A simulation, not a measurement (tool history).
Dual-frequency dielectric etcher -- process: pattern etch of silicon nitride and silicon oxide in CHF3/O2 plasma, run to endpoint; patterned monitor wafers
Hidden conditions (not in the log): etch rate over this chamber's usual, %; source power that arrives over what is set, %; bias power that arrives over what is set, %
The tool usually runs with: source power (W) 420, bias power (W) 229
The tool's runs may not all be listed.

run,hour,source power (W),bias power (W),wafers since the last listed run,hours since the last wet clean,hours since the last source power generator calibration,hours since the last bias power generator calibration,hours since the last upper electrode change,"incoming incoming film thickness, nm",endpoint time (s)
1,0.0,420,229,0,393.6,4244.4,4317.3,5257.4,284.3,189.4
2,8.2,420,229,51,401.8,4252.6,4325.5,5265.6,282.2,189.4
3,20.4,420,229,76,414.0,4264.8,4337.7,5277.8,283.2,189.1
4,28.7,420,243,51,422.3,4273.1,4346.0,5286.1,279.7,180.9
5,37.0,420,243,51,430.6,4281.4,4354.3,5294.4,279.7,181.3
6,53.1,420,243,100,446.7,4297.5,4370.4,5310.5,282.1,184.1
# hour 110.1: upper electrode replaced
7,110.6,450,196,209,504.2,4355.0,4427.9,0.5,278.7,191.9
8,110.9,450,272,1,504.5,4355.3,4428.2,0.8,278.1,162.1
9,122.9,460,209,75,516.5,4367.3,4440.2,12.8,282.7,187.3
10,136.3,420,229,83,529.9,4380.7,4453.6,26.2,280.2,184.2
# hour 155.6: bias power generator calibrated
# hour 162.9: wet clean of the chamber
# hour 163.7: source power generator calibrated
11,164.2,450,187,98,1.3,0.5,8.6,54.1,281.5,206.1
12,166.7,520,229,15,3.8,3.0,11.1,56.6,281.7,175.6
13,177.7,450,249,68,14.8,14.0,22.1,67.6,278.8,177.9
14,193.3,420,229,97,30.4,29.6,37.7,83.2,281.4,192.9
15,207.2,510,185,86,44.3,43.5,51.6,97.1,279.6,193.9

Here are 4 independent what-if runs from the current tool condition. What would each one return?
A,207.7,420,229,3,44.8,44.0,52.1,97.6,280.9,?
B,207.7,390,205,3,44.8,44.0,52.1,97.6,280.9,?
C,207.7,390,276,3,44.8,44.0,52.1,97.6,280.9,?
D,207.7,460,274,3,44.8,44.0,52.1,97.6,280.9,?

run,endpoint time (s)
A,191.6
B,210.1
C,181.9
D,168.2
What these runs would have given with no unlogged condition in the tool:
run,endpoint time (s)
A,193.3
B,211.9
C,183.5
D,169.7

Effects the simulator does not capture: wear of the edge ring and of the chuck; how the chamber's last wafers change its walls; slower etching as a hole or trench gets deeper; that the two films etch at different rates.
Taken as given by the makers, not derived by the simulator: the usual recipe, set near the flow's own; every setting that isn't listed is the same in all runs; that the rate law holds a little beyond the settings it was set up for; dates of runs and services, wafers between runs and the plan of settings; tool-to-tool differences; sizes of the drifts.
